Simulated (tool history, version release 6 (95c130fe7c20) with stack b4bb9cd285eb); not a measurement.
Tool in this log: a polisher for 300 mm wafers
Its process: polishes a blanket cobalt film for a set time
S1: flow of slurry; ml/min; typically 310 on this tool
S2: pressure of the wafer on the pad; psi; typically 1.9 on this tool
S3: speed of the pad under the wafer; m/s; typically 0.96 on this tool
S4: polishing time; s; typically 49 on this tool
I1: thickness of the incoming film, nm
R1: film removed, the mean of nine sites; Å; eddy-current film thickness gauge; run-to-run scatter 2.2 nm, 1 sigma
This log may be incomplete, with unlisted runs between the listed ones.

| run | hour | S1 | S2 | S3 | S4 | I1 | R1 |
|---|---|---|---|---|---|---|---|
| 1 | 0.0 | 310 | 1.9 | 0.96 | 49 | 647.6 | 2004 |
|  | 27.4 | slurry nozzle cleaned |
| 2 | 122.4 | 310 | 1.9 | 0.96 | 49 | 650.3 | 2025 |
|  | 188.6 | worn pad replaced by a new one |
| 3 | 215.7 | 310 | 1.9 | 0.96 | 49 | 637.7 | 2019 |
| 4 | 295.7 | 310 | 1.9 | 0.96 | 49 | 647.7 | 2036 |
| 5 | 371.1 | 310 | 1.9 | 0.96 | 49 | 654.9 | 2100 |
| 6 | 478.9 | 310 | 1.9 | 0.96 | 49 | 658.8 | 2129 |
| 7 | 553.3 | 310 | 1.9 | 0.96 | 49 | 658.4 | 2097 |
| 8 | 607.5 | 310 | 1.9 | 0.96 | 49 | 653.7 | 2101 |
|  | 647.5 | worn pad replaced by a new one |
| 9 | 683.6 | 310 | 1.9 | 0.96 | 49 | 654.2 | 2112 |
|  | 719.2 | head pressure recalibrated |
| 10 | 729.8 | 310 | 1.9 | 0.96 | 49 | 656.8 | 1975 |
| 11 | 804.0 | 310 | 1.9 | 0.96 | 53 | 644.8 | 2138 |
| 12 | 854.9 | 310 | 1.9 | 0.96 | 53 | 651.3 | 2168 |
|  | 902.9 | slurry nozzle cleaned |
| 13 | 934.5 | 310 | 1.9 | 0.96 | 49 | 646.4 | 2009 |
| 14 | 979.6 | 310 | 1.9 | 0.96 | 49 | 657.9 | 2009 |
| 15 | 1037.5 | 310 | 1.9 | 0.96 | 49 | 645.3 | 2023 |
| 16 | 1077.7 | 310 | 1.9 | 0.84 | 49 | 655.9 | 1786 |
|  | 1117.1 | worn pad replaced by a new one |
| 17 | 1185.3 | 310 | 1.9 | 0.84 | 49 | 638.3 | 1774 |
| 18 | 1281.1 | 310 | 1.9 | 0.96 | 49 | 637.2 | 2105 |
| 19 | 1364.6 | 215 | 1.9 | 0.96 | 49 | 645.7 | 2021 |
| 20 | 1401.1 | 310 | 2.1 | 0.96 | 49 | 649.4 | 2206 |
|  | 1430.2 | head pressure recalibrated |
| 21 | 1478.6 | 360 | 1.9 | 0.74 | 57 | 651.4 | 1809 |
| 22 | 1567.2 | 310 | 1.9 | 0.96 | 65 | 644.4 | 2622 |
| 23 | 1634.1 | 310 | 1.9 | 0.96 | 49 | 643.5 | 2008 |
|  | 1672.4 | worn pad replaced by a new one |
| 24 | 1738.0 | 310 | 1.9 | 0.96 | 49 | 645.6 | 2034 |
|  | 1763.5 | slurry nozzle cleaned |
| 25 | 1794.6 | 310 | 1.2 | 0.96 | 33 | 648.1 | 1057 |
| 26 | 1836.2 | 220 | 2.3 | 0.96 | 49 | 660.2 | 2292 |
| 27 | 1905.7 | 310 | 2.5 | 0.84 | 49 | 648.1 | 2096 |
| 28 | 1974.5 | 310 | 1.5 | 0.96 | 49 | 660.0 | 1795 |
| 29 | 2044.7 | 310 | 1.9 | 0.74 | 60 | 652.4 | 1944 |
| 30 | 2103.1 | 310 | 1.9 | 0.96 | 49 | 651.4 | 2054 |
|  | 2160.6 | head pressure recalibrated |
|  | 2195.6 | worn pad replaced by a new one |
| 31 | 2199.4 | 310 | 1.9 | 0.96 | 53 | 654.2 | 2152 |
| 32 | 2301.7 | 220 | 2.3 | 0.96 | 49 | 647.4 | 2192 |
| 33 | 2382.1 | 310 | 1.9 | 0.96 | 49 | 649.6 | 2018 |
|  | 2489.5 | slurry nozzle cleaned |
| 34 | 2490.0 | 280 | 1.9 | 0.80 | 49 | 645.8 | 1689 |
| 35 | 2577.8 | 310 | 1.2 | 0.84 | 43 | 661.5 | 1219 |
| 36 | 2647.4 | 310 | 2.5 | 1.10 | 57 | 651.0 | 3256 |

Some steps in R1, run to run, broken into two amounts with sign: the step expected even without the hidden condition (settings, incoming material, random variation), and the rest, left for the hidden condition together with whatever gauge scatter is not in both the measured and the hidden-condition-free result:
Hidden state at play: removal rate lost through wear of the pad, %; slurry flow missing at the pad, %; deviation of the head's pressure from its setpoint, %.
Run 9 -> 10: head pressure recalibrated. R1 -137 Å: hidden state -140, all else +3.
Run 20 -> 21: S1 310 -> 360, S2 2.1 -> 1.9, S3 0.96 -> 0.74, S4 49 -> 57, head pressure recalibrated. R1 -397 Å: hidden state -104, all else -293.
Run 24 -> 25: S2 1.9 -> 1.2, S4 49 -> 33, slurry nozzle cleaned. R1 -977 Å: hidden state -7, all else -970.
Run 25 -> 26: S1 310 -> 220, S2 1.2 -> 2.3, S4 33 -> 49. R1 +1235 Å: hidden state +27, all else +1208.
Run 30 -> 31: S4 49 -> 53, head pressure recalibrated, worn pad replaced by a new one. R1 +98 Å: hidden state -82, all else +180.
Run 35 -> 36: S2 1.2 -> 2.5, S3 0.84 -> 1.10, S4 43 -> 57. R1 +2037 Å: hidden state +71, all else +1966.

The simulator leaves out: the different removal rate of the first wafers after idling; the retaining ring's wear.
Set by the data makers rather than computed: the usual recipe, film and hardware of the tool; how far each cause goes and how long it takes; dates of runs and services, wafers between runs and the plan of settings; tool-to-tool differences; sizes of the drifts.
